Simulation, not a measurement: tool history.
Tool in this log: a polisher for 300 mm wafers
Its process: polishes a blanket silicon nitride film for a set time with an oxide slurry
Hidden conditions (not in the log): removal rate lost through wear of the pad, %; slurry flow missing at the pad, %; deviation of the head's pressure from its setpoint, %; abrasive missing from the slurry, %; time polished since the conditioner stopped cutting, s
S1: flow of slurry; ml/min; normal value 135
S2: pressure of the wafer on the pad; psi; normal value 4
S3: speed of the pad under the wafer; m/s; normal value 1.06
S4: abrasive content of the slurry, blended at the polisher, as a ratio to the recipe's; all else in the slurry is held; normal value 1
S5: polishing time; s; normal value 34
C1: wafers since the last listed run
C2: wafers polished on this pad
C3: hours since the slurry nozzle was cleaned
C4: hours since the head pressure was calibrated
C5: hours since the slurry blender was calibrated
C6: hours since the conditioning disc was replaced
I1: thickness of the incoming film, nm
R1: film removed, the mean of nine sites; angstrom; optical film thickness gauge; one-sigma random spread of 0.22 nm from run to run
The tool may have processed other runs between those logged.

run    hour   S1   S2    S3    S4  S5   C1    C2     C3     C4     C5     C6     I1   R1
  1       0  145    4  1.06     1  34    0   200  252.2   18.6  122.6    109  283.9  292
  2    30.6  135    4  1.06     1  34  355   555  282.8   49.2  153.2  139.6  280.4  285
  3    90.5  135    4  1.06     1  34  695  1250  342.7  109.1  213.1  199.5    280  284
  4   133.2  135    4  1.06     1  34  495  1745  385.4  151.8  255.8  242.2  275.3  277
      159.2  -- slurry nozzle cleaned
  5   184.8  135    4  1.06     1  34  587  2333   25.6  203.4  307.4  293.8  277.3  269
      209.2  -- slurry blender recalibrated
  6   217.6  135    4  1.06     1  43  357  2690   58.4  236.2    8.4  326.6  285.1  334
      229.8  -- worn pad replaced by a new one
  7   244.7  135    4  1.06     1  43  268   172   85.5  263.3   35.5  353.7  278.4  355
  8     310  135    4  1.06     1  43  757   930  150.8  328.6  100.8    419  275.4  354
      325.9  -- conditioning disc replaced and pad reconditioned
  9   334.5  135    4  1.06     1  34  261  1191  175.3  353.1  125.3    8.6  276.1  279
 10   394.9  135    4  1.06     1  34  700  1892  235.7  413.5  185.7     69  276.9  273
        430  -- worn pad replaced by a new one
 11   454.3  135    4  1.06     1  34  642   282  295.1  472.9  245.1  128.4  282.4  276
      509.7  -- slurry nozzle cleaned
 12   525.6  135    4  1.06     1  34  815  1098   15.9  544.2  316.4  199.7  280.3  275
 13   566.5  135    4  1.06     1  34  474  1572   56.8  585.1  357.3  240.6  277.4  267
      616.8  -- slurry blender recalibrated
 14   631.4  135    4  0.76   0.8  34  729  2302  121.7    650   14.6  305.5  276.8  189
      643.2  -- worn pad replaced by a new one
 15   689.2  155  3.4  0.86  0.85  34  624   534  179.5  707.8   72.4  363.3  279.1  210
 16     724  105    4   1.3     1  34  403   937  214.3  742.6  107.2  398.1  282.9  301
      787.2  -- conditioning disc replaced and pad reconditioned
 17   794.3  100  3.2  1.06  1.15  30  792  1730  284.6  812.9  177.5    7.1  277.7  198
 18   845.1   90    4  1.06     1  43  589  2319  335.4  863.7  228.3   57.9  284.4  292
      849.9  -- head pressure recalibrated
      888.2  -- worn pad replaced by a new one
 19   888.7  135    4  1.24   0.9  34  436     5    379   38.8  271.9  101.5  278.3  319
 20   936.6  135    4  1.06     1  34  555   561  426.9   86.7  319.8  149.4  274.6  290
      951.4  -- slurry nozzle cleaned
 21   996.4  135    4  1.06     1  34  682  1243     45  146.5  379.6  209.2  275.6  282
     1017.6  -- slurry blender recalibrated
 22  1058.5  170  2.7  1.06     1  34  697  1941  107.1  208.6   40.9  271.3  275.3  233
     1093.8  -- worn pad replaced by a new one
 23  1096.9  180  5.3  1.06  1.25  46  399    35  145.5    247   79.3  309.7  280.3  514

5 options for the next run, each taken on its own from the tool as it stands now. Forecast them:
  A  1097.3  135    4  1.06     1  31   4  40  145.9  247.4  79.7  310.1  285.6   ?
  B  1097.3  100    4  1.16     1  34   4  40  145.9  247.4  79.7  310.1  285.6   ?
  C  1097.3  135    4  1.32  1.25  34   4  40  145.9  247.4  79.7  310.1  285.6   ?
  D  1097.3  105  3.3  1.06   0.9  34   4  40  145.9  247.4  79.7  310.1  285.6   ?
  E  1097.3  135    4  1.06   0.9  34   4  40  145.9  247.4  79.7  310.1  285.6   ?

run   R1
  A  258
  B  282
  C  357
  D  232
  E  276
What these runs would have given with no unlogged condition in the tool:
run   R1
  A  263
  B  288
  C  364
  D  237
  E  281
